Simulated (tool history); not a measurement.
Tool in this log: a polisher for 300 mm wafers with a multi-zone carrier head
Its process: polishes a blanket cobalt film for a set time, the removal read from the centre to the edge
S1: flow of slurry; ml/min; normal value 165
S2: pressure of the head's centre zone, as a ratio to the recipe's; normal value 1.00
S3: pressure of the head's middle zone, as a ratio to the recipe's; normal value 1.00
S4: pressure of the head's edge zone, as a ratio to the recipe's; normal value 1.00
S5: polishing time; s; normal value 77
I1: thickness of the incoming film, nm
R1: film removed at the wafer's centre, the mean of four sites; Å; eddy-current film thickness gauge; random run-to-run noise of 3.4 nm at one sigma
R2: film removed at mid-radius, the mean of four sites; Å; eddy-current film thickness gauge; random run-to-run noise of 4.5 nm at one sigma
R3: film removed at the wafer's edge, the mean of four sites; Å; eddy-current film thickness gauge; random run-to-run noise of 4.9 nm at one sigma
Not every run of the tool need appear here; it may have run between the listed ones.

run     day   S1    S2    S3    S4   S5      I1    R1    R2    R3
  1   0.000  165  1.00  1.00  1.00   77  1333.4  3623  4014  3990
  2   0.675  165  1.00  1.00  1.00   77  1353.1  3627  4014  3942
  3   2.125  165  1.00  1.00  1.00   77  1355.8  3652  4004  3915
  4   2.971  165  1.00  1.00  1.00   77  1369.1  3619  4058  3897
      4.021  -- worn pad replaced by a new one
  5   4.246  165  1.00  1.00  1.00   77  1370.6  3639  4031  4064
  6   5.692  165  1.00  1.00  1.00   77  1350.5  3645  3965  3922
  7   7.033  150  0.95  1.00  1.00   53  1323.1  2284  2737  2766
  8   7.800  165  1.00  1.00  1.00   77  1338.2  3635  4108  3923
  9   8.671  210  1.00  1.00  0.89   61  1370.2  2953  3338  3064
      9.421  -- centre zone pressure recalibrated
     10.262  -- worn pad replaced by a new one
 10  11.929  165  1.09  1.00  0.93   77  1347.3  4261  3958  3891
     12.925  -- edge zone pressure recalibrated
 11  13.254  205  1.06  0.90  1.00   77  1348.7  4388  3831  4143
 12  14.404  115  0.94  1.00  1.06   89  1348.6  3751  4195  4313
     14.696  -- carrier head's membrane replaced by a new one
 13  14.925  165  1.00  1.00  1.00   77  1347.2  3957  4043  3929
 14  15.429  150  1.00  1.00  1.00   77  1328.3  3839  3907  3900
     15.971  -- slurry nozzle cleaned
 15  16.271  165  1.00  1.00  1.00   77  1355.4  3907  3954  3968
     17.450  -- worn pad replaced by a new one
 16  17.725  165  1.00  1.00  1.00   52  1367.3  2659  2673  2703
 17  18.467  130  1.00  0.89  0.90  102  1353.5  4869  4561  4714
 18  19.562  120  1.00  0.88  1.06   51  1364.2  2349  2214  2548
 19  22.183  165  1.00  1.00  1.04   77  1338.8  3881  4010  3963
 20  22.750  165  1.00  1.00  1.00   77  1337.6  3835  4043  3931
 21  23.325  210  0.93  0.89  1.00   77  1356.7  3736  3810  4165

Forecast each of these 5 alternatives for the next run:
  A  23.346  165  1.00  1.00  1.00  77  1337.4   ?   ?   ?
  B  23.346  130  1.04  1.00  1.00  97  1337.4   ?   ?   ?
  C  23.346  115  0.97  0.88  0.88  77  1337.4   ?   ?   ?
  D  23.346  115  1.08  1.00  1.00  77  1337.4   ?   ?   ?
  E  23.346  195  1.00  1.00  1.00  92  1337.4   ?   ?   ?

run    R1    R2    R3
  A  3857  4017  3924
  B  4727  4770  4739
  C  3342  3274  3471
  D  3726  3641  3661
  E  4772  4952  4798
Without the tool's unlogged condition, the same runs would have read:
run    R1    R2    R3
  A  3975  4017  3924
  B  4872  4770  4739
  C  3445  3274  3471
  D  3840  3640  3661
  E  4919  4952  4798

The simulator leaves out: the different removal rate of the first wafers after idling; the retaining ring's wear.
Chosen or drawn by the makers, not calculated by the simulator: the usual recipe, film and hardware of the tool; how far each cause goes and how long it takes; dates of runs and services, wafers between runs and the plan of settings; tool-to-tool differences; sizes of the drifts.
